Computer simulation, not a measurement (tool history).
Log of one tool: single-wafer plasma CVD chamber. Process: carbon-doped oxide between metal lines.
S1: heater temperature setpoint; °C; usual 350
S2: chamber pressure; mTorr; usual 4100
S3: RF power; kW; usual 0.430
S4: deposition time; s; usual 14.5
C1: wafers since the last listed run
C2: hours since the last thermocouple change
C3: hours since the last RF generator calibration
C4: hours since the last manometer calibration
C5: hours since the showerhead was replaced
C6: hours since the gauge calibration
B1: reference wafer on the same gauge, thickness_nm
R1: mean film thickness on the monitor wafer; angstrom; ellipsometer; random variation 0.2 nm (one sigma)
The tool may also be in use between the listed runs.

run	hour	S1	S2	S3	S4	C1	C2	C3	C4	C5	C6	B1	R1
1	0.0	345	4100	0.430	14.5	0	2714.5	1723.2	2378.0	5440.2	165.8	72.749	694.81
2	29.4	345	4100	0.430	14.5	667	2743.9	1752.6	2407.4	5469.6	195.2	72.713	694.05
3	55.5	345	4100	0.430	14.5	592	2770.0	1778.7	2433.5	5495.7	221.3	72.690	692.10
4	79.1	350	4100	0.385	14.5	535	2793.6	1802.3	2457.1	5519.3	244.9	72.682	633.97
5	100.7	350	4100	0.430	14.5	490	2815.2	1823.9	2478.7	5540.9	266.5	72.697	683.64
# hour 117.0: gauge calibrated
6	120.8	350	4100	0.430	14.5	456	2835.3	1844.0	2498.8	5561.0	3.8	72.682	682.66
7	152.7	350	4100	0.430	14.5	723	2867.2	1875.9	2530.7	5592.9	35.7	72.701	681.99
8	184.8	350	4100	0.430	14.5	728	2899.3	1908.0	2562.8	5625.0	67.8	72.652	680.36
9	218.1	350	4100	0.430	14.5	755	2932.6	1941.3	2596.1	5658.3	101.1	72.738	679.29
10	236.5	350	4100	0.430	14.5	417	2951.0	1959.7	2614.5	5676.7	119.5	72.731	683.04
11	305.3	350	4100	0.430	14.5	1560	3019.8	2028.5	2683.3	5745.5	188.3	72.709	680.87
# hour 317.9: showerhead replaced
12	325.2	350	3480	0.430	12.7	269	3039.7	2048.4	2703.2	7.3	208.2	72.741	587.40
# hour 339.0: capacitance manometer re-zeroed and calibrated
13	339.5	350	4100	0.350	12.8	142	3054.0	2062.7	0.5	21.6	222.5	72.753	523.38
# hour 366.1: RF generator calibrated
14	373.5	336	5110	0.430	16.0	589	3088.0	7.4	34.5	55.6	256.5	72.701	849.69
# hour 386.7: thermocouple changed; heater temperature recalibrated
15	387.2	350	3660	0.430	16.9	129	0.5	21.1	48.2	69.3	270.2	72.690	825.33
16	417.5	356	3120	0.485	11.7	687	30.8	51.4	78.5	99.6	300.5	72.703	594.84
# hour 430.4: gauge calibrated
17	438.8	336	4660	0.375	17.1	483	52.1	72.7	99.8	120.9	8.4	72.739	820.71
18	454.3	345	4100	0.515	14.5	351	67.6	88.2	115.3	136.4	23.9	72.731	807.33
19	475.7	350	4100	0.430	14.5	485	89.0	109.6	136.7	157.8	45.3	72.724	714.25
20	491.7	350	4100	0.385	14.5	363	105.0	125.6	152.7	173.8	61.3	72.682	668.06
21	526.4	350	4100	0.385	16.9	787	139.7	160.3	187.4	208.5	96.0	72.692	776.07
22	555.8	364	4440	0.400	14.5	667	169.1	189.7	216.8	237.9	125.4	72.713	658.18

Forecast each of these 5 alternatives for the next run:
A	556.2	350	4100	0.430	13.5	9	169.5	190.1	217.2	238.3	125.8	?	?
B	556.2	350	4100	0.455	14.5	9	169.5	190.1	217.2	238.3	125.8	?	?
C	556.2	364	4100	0.430	14.5	9	169.5	190.1	217.2	238.3	125.8	?	?
D	556.2	337	4100	0.510	14.5	9	169.5	190.1	217.2	238.3	125.8	?	?
E	556.2	346	4900	0.345	15.5	9	169.5	190.1	217.2	238.3	125.8	?	?

run	B1	R1
A	72.677	666.29
B	72.677	741.74
C	72.677	687.19
D	72.677	827.67
E	72.677	683.86
Without the tool's hidden state the same runs would have given:
run	R1
A	670.44
B	746.36
C	691.46
D	832.11
E	688.28
